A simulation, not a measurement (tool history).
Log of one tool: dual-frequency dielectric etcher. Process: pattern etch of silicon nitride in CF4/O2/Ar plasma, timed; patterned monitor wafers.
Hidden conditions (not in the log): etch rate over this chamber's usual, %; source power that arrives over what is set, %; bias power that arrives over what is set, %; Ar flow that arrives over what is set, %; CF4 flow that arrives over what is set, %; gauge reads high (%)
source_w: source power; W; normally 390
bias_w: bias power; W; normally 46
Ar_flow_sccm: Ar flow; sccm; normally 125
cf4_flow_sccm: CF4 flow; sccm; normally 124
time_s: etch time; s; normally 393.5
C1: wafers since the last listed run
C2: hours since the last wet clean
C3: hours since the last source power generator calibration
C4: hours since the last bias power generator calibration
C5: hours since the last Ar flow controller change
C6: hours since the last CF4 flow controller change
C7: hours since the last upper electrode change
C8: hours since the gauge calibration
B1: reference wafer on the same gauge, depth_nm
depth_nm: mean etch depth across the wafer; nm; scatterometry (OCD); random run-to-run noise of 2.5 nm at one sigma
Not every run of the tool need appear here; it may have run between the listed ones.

{"run": 1, "hour": 0.0, "source_w": 440, "bias_w": 46, "Ar_flow_sccm": 125, "cf4_flow_sccm": 124, "time_s": 393.5, "C1": 0, "C2": 327.2, "C3": 4143.5, "C4": 2863.3, "C5": 1353.4, "C6": 1902.4, "C7": 5146.5, "C8": 300.7, "B1": 514.1, "depth_nm": 672.2}
{"run": 2, "hour": 17.6, "source_w": 390, "bias_w": 46, "Ar_flow_sccm": 125, "cf4_flow_sccm": 124, "time_s": 393.5, "C1": 95, "C2": 344.8, "C3": 4161.1, "C4": 2880.9, "C5": 1371, "C6": 1920, "C7": 5164.1, "C8": 318.3, "B1": 513.8, "depth_nm": 627.3}
{"run": 3, "hour": 29.7, "source_w": 390, "bias_w": 46, "Ar_flow_sccm": 125, "cf4_flow_sccm": 124, "time_s": 393.5, "C1": 65, "C2": 356.9, "C3": 4173.2, "C4": 2893, "C5": 1383.1, "C6": 1932.1, "C7": 5176.2, "C8": 330.4, "B1": 514.3, "depth_nm": 629.7}
{"hour": 73.6, "done": "wet clean of the chamber"}
{"run": 4, "hour": 74.1, "source_w": 390, "bias_w": 46, "Ar_flow_sccm": 125, "cf4_flow_sccm": 124, "time_s": 393.5, "C1": 110, "C2": 0.5, "C3": 4217.6, "C4": 2937.4, "C5": 1427.5, "C6": 1976.5, "C7": 5220.6, "C8": 374.8, "B1": 513.5, "depth_nm": 644}
{"run": 5, "hour": 74.5, "source_w": 390, "bias_w": 46, "Ar_flow_sccm": 125, "cf4_flow_sccm": 124, "time_s": 393.5, "C1": 2, "C2": 0.9, "C3": 4218, "C4": 2937.8, "C5": 1427.9, "C6": 1976.9, "C7": 5221, "C8": 375.2, "B1": 514.5, "depth_nm": 648.8}
{"hour": 82.9, "done": "bias power generator calibrated"}
{"run": 6, "hour": 83.4, "source_w": 390, "bias_w": 46, "Ar_flow_sccm": 117, "cf4_flow_sccm": 124, "time_s": 393.5, "C1": 26, "C2": 9.8, "C3": 4226.9, "C4": 0.5, "C5": 1436.8, "C6": 1985.8, "C7": 5229.9, "C8": 384.1, "B1": 514.2, "depth_nm": 652.5}
{"hour": 95.4, "done": "CF4 flow controller replaced"}
{"run": 7, "hour": 95.9, "source_w": 390, "bias_w": 46, "Ar_flow_sccm": 117, "cf4_flow_sccm": 124, "time_s": 393.5, "C1": 35, "C2": 22.3, "C3": 4239.4, "C4": 13, "C5": 1449.3, "C6": 0.5, "C7": 5242.4, "C8": 396.6, "B1": 513.9, "depth_nm": 660.5}
{"run": 8, "hour": 100.8, "source_w": 390, "bias_w": 46, "Ar_flow_sccm": 117, "cf4_flow_sccm": 124, "time_s": 393.5, "C1": 26, "C2": 27.2, "C3": 4244.3, "C4": 17.9, "C5": 1454.2, "C6": 5.4, "C7": 5247.3, "C8": 401.5, "B1": 513.9, "depth_nm": 655.7}
{"run": 9, "hour": 112.1, "source_w": 430, "bias_w": 46, "Ar_flow_sccm": 125, "cf4_flow_sccm": 136, "time_s": 393.5, "C1": 61, "C2": 38.5, "C3": 4255.6, "C4": 29.2, "C5": 1465.5, "C6": 16.7, "C7": 5258.6, "C8": 412.8, "B1": 514, "depth_nm": 694}
{"hour": 123.3, "done": "gauge calibrated"}
{"hour": 144.2, "done": "wet clean of the chamber, repeated, since the last time left the tool worse"}
{"run": 10, "hour": 144.7, "source_w": 390, "bias_w": 53, "Ar_flow_sccm": 125, "cf4_flow_sccm": 124, "time_s": 337, "C1": 46, "C2": 0.5, "C3": 4288.2, "C4": 61.8, "C5": 1498.1, "C6": 49.3, "C7": 5291.2, "C8": 21.4, "B1": 514, "depth_nm": 538.6}
{"run": 11, "hour": 145.2, "source_w": 440, "bias_w": 46, "Ar_flow_sccm": 125, "cf4_flow_sccm": 124, "time_s": 393.5, "C1": 2, "C2": 1, "C3": 4288.7, "C4": 62.3, "C5": 1498.6, "C6": 49.8, "C7": 5291.7, "C8": 21.9, "B1": 513.9, "depth_nm": 648.8}
{"run": 12, "hour": 147.4, "source_w": 490, "bias_w": 46, "Ar_flow_sccm": 125, "cf4_flow_sccm": 124, "time_s": 393.5, "C1": 11, "C2": 3.2, "C3": 4290.9, "C4": 64.5, "C5": 1500.8, "C6": 52, "C7": 5293.9, "C8": 24.1, "B1": 514, "depth_nm": 694.9}
{"hour": 154.5, "done": "source power generator calibrated"}
{"hour": 182.6, "done": "upper electrode replaced"}
{"run": 13, "hour": 183.1, "source_w": 440, "bias_w": 46, "Ar_flow_sccm": 125, "cf4_flow_sccm": 124, "time_s": 393.5, "C1": 41, "C2": 38.9, "C3": 28.6, "C4": 100.2, "C5": 1536.5, "C6": 87.7, "C7": 0.5, "C8": 59.8, "B1": 513.8, "depth_nm": 651.2}
{"run": 14, "hour": 183.5, "source_w": 390, "bias_w": 49, "Ar_flow_sccm": 109, "cf4_flow_sccm": 124, "time_s": 494, "C1": 2, "C2": 39.3, "C3": 29, "C4": 100.6, "C5": 1536.9, "C6": 88.1, "C7": 0.9, "C8": 60.2, "B1": 514.2, "depth_nm": 788.2}
{"run": 15, "hour": 194.6, "source_w": 390, "bias_w": 56, "Ar_flow_sccm": 108, "cf4_flow_sccm": 149, "time_s": 309, "C1": 60, "C2": 50.4, "C3": 40.1, "C4": 111.7, "C5": 1548, "C6": 99.2, "C7": 12, "C8": 71.3, "B1": 513.6, "depth_nm": 516.6}
{"hour": 205.3, "done": "Ar flow controller replaced"}
{"run": 16, "hour": 205.8, "source_w": 390, "bias_w": 46, "Ar_flow_sccm": 125, "cf4_flow_sccm": 124, "time_s": 393.5, "C1": 28, "C2": 61.6, "C3": 51.3, "C4": 122.9, "C5": 0.5, "C6": 110.4, "C7": 23.2, "C8": 82.5, "B1": 513.8, "depth_nm": 611.9}
{"run": 17, "hour": 218.4, "source_w": 390, "bias_w": 56, "Ar_flow_sccm": 125, "cf4_flow_sccm": 124, "time_s": 393.5, "C1": 68, "C2": 74.2, "C3": 63.9, "C4": 135.5, "C5": 13.1, "C6": 123, "C7": 35.8, "C8": 95.1, "B1": 513.7, "depth_nm": 636.7}
{"run": 18, "hour": 234.3, "source_w": 390, "bias_w": 46, "Ar_flow_sccm": 125, "cf4_flow_sccm": 124, "time_s": 393.5, "C1": 86, "C2": 90.1, "C3": 79.8, "C4": 151.4, "C5": 29, "C6": 138.9, "C7": 51.7, "C8": 111, "B1": 514.3, "depth_nm": 608.1}
{"run": 19, "hour": 249.4, "source_w": 480, "bias_w": 40, "Ar_flow_sccm": 125, "cf4_flow_sccm": 124, "time_s": 350, "C1": 81, "C2": 105.2, "C3": 94.9, "C4": 166.5, "C5": 44.1, "C6": 154, "C7": 66.8, "C8": 126.1, "B1": 514, "depth_nm": 600}
{"run": 20, "hour": 267.3, "source_w": 390, "bias_w": 46, "Ar_flow_sccm": 125, "cf4_flow_sccm": 124, "time_s": 393.5, "C1": 96, "C2": 123.1, "C3": 112.8, "C4": 184.4, "C5": 62, "C6": 171.9, "C7": 84.7, "C8": 144, "B1": 513.9, "depth_nm": 613.9}
{"run": 21, "hour": 282.2, "source_w": 350, "bias_w": 46, "Ar_flow_sccm": 151, "cf4_flow_sccm": 142, "time_s": 361, "C1": 80, "C2": 138, "C3": 127.7, "C4": 199.3, "C5": 76.9, "C6": 186.8, "C7": 99.6, "C8": 158.9, "B1": 513.9, "depth_nm": 528.3}

Describe how what the log doesn't record of the tool's condition differs between the last listed run preceding each entry between runs and the first listed run following it.
In the gap between runs 3 and 4: wet clean of the chamber (hour 73.6)
  etch rate over this chamber's usual, %: 3.33 -> 6.28
  measured value less the no-hidden-state value, depth_nm: +20.3 -> +38 nm
In the gap between runs 5 and 6: bias power generator calibrated (hour 82.9)
  etch rate over this chamber's usual, %: 6.28 -> 6.36
  measured value less the no-hidden-state value, depth_nm: +38.3 -> +39.1 nm
In the gap between runs 6 and 7: CF4 flow controller replaced (hour 95.4)
  etch rate over this chamber's usual, %: 6.36 -> 6.47
  measured value less the no-hidden-state value, depth_nm: +39.1 -> +40.2 nm
In the gap between runs 9 and 10: gauge calibrated (hour 123.3); wet clean of the chamber, repeated, since the last time left the tool worse (hour 144.2)
  etch rate over this chamber's usual, %: 6.61 -> -0.243
  measured value less the no-hidden-state value, depth_nm: +43.1 -> -1.3 nm
In the gap between runs 12 and 13: source power generator calibrated (hour 154.5); upper electrode replaced (hour 182.6)
  etch rate over this chamber's usual, %: -0.219 -> 0.0937
  measured value less the no-hidden-state value, depth_nm: -1.5 -> +0.6 nm
In the gap between runs 15 and 16: Ar flow controller replaced (hour 205.3)
  etch rate over this chamber's usual, %: 0.195 -> 0.293
  measured value less the no-hidden-state value, depth_nm: +1 -> +1.8 nm

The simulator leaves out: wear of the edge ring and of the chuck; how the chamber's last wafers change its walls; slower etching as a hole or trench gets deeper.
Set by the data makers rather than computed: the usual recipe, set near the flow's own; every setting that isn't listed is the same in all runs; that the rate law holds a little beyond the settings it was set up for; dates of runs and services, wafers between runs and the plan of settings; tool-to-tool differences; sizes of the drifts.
